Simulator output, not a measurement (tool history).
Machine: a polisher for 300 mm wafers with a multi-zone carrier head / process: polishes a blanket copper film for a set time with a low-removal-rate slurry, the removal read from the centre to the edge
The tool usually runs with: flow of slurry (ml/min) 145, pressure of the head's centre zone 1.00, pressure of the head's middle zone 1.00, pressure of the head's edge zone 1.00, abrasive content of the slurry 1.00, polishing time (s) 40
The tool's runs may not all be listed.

run,day,flow of slurry (ml/min),pressure of the head's centre zone,pressure of the head's middle zone,pressure of the head's edge zone,abrasive content of the slurry,polishing time (s),wafers since the last listed run,wafers polished on this pad,hours since the slurry nozzle was cleaned,hours since the centre zone pressure was calibrated,hours since the edge zone pressure was calibrated,hours since the carrier head's membrane was replaced,"incoming thickness of the incoming film, nm",film removed at the wafer's centre (angstrom),film removed at mid-radius (angstrom),film removed at the wafer's edge (angstrom)
1,0.000,145,1.00,1.00,1.00,1.00,36,0,6,290.3,89.4,556.6,3.6,1041.7,1233,1254,1297
2,0.171,145,1.00,1.00,1.00,1.00,40,56,63,294.4,93.5,560.7,7.7,1058.6,1396,1415,1402
# day 0.404: slurry nozzle cleaned
3,0.729,145,1.00,1.00,1.00,1.20,40,170,233,7.8,106.9,574.1,21.1,1055.4,1542,1550,1561
4,1.308,145,1.00,1.00,1.00,1.00,51,190,424,21.7,120.8,588.0,35.0,1045.9,1946,1893,1859
5,1.908,145,1.00,1.00,1.00,1.00,40,197,622,36.1,135.2,602.4,49.4,1052.5,1506,1493,1510
6,2.471,130,1.03,1.00,1.00,1.00,40,185,807,49.6,148.7,615.9,62.9,1038.8,1507,1471,1448
7,3.183,145,1.00,1.07,1.00,1.00,40,234,1042,66.7,165.8,633.0,80.0,1029.2,1522,1554,1461
8,3.604,145,1.00,1.00,1.00,1.00,40,138,1181,76.8,175.9,643.1,90.1,1060.2,1513,1481,1453
9,4.175,145,1.00,1.00,1.04,1.00,40,188,1369,90.5,189.6,656.8,103.8,1061.7,1503,1486,1502
# day 4.767: worn pad replaced by a new one
10,4.817,145,1.00,1.00,1.00,0.85,40,156,16,105.9,205.0,672.2,119.2,1050.2,1439,1421,1404
# day 5.092: edge zone pressure recalibrated
11,5.221,145,1.00,0.95,1.00,1.00,40,105,122,115.6,214.7,3.1,128.9,1056.2,1480,1435,1472
12,5.879,190,1.00,0.88,0.95,1.25,40,216,338,131.4,230.5,18.9,144.7,1048.0,1691,1488,1572
13,6.283,145,1.00,1.00,1.00,1.00,40,133,472,141.1,240.2,28.6,154.4,1051.6,1479,1478,1453
14,6.600,145,0.90,1.00,1.06,1.00,40,104,576,148.7,247.8,36.2,162.0,1045.8,1351,1465,1488
15,6.908,115,1.06,1.00,1.00,1.20,36,101,678,156.1,255.2,43.6,169.4,1035.8,1364,1326,1330
16,7.225,145,0.93,1.00,1.00,1.00,40,104,782,163.7,262.8,51.2,177.0,1033.6,1340,1478,1460
17,7.542,145,0.91,1.10,1.00,1.00,40,104,886,171.3,270.4,58.8,184.6,1068.4,1318,1586,1456
18,7.879,145,1.00,1.00,1.07,0.90,29,111,998,179.4,278.5,66.9,192.7,1051.0,1027,1023,1064
19,8.400,145,1.00,1.00,1.00,1.00,40,171,1169,191.9,291.0,79.4,205.2,1053.3,1434,1459,1446
# day 8.892: worn pad replaced by a new one
20,8.975,145,1.00,1.00,1.00,1.15,40,134,27,205.7,304.8,93.2,219.0,1043.8,1443,1516,1500
21,9.629,145,0.91,1.00,1.00,0.70,40,215,242,221.4,320.5,108.9,234.7,1057.8,1196,1322,1328

Hidden state, per run?
removal rate lost through wear of the pad, %: 0 across all the runs
deviation of the centre zone's pressure from its setpoint, %: 0 across all the runs
deviation of the edge zone's pressure from its setpoint, %: 0 across all the runs
H1: slurry flow missing at the pad, %
run,H1
1,27.5
2,28.3
3,4.97
4,5.1
5,5.35
6,5.71
7,6.32
8,6.77
9,7.47
10,8.4
11,9.06
12,10.3
13,11.1
14,11.7
15,12.4
16,13.2
17,14
18,14.8
19,16.3
20,18
21,20

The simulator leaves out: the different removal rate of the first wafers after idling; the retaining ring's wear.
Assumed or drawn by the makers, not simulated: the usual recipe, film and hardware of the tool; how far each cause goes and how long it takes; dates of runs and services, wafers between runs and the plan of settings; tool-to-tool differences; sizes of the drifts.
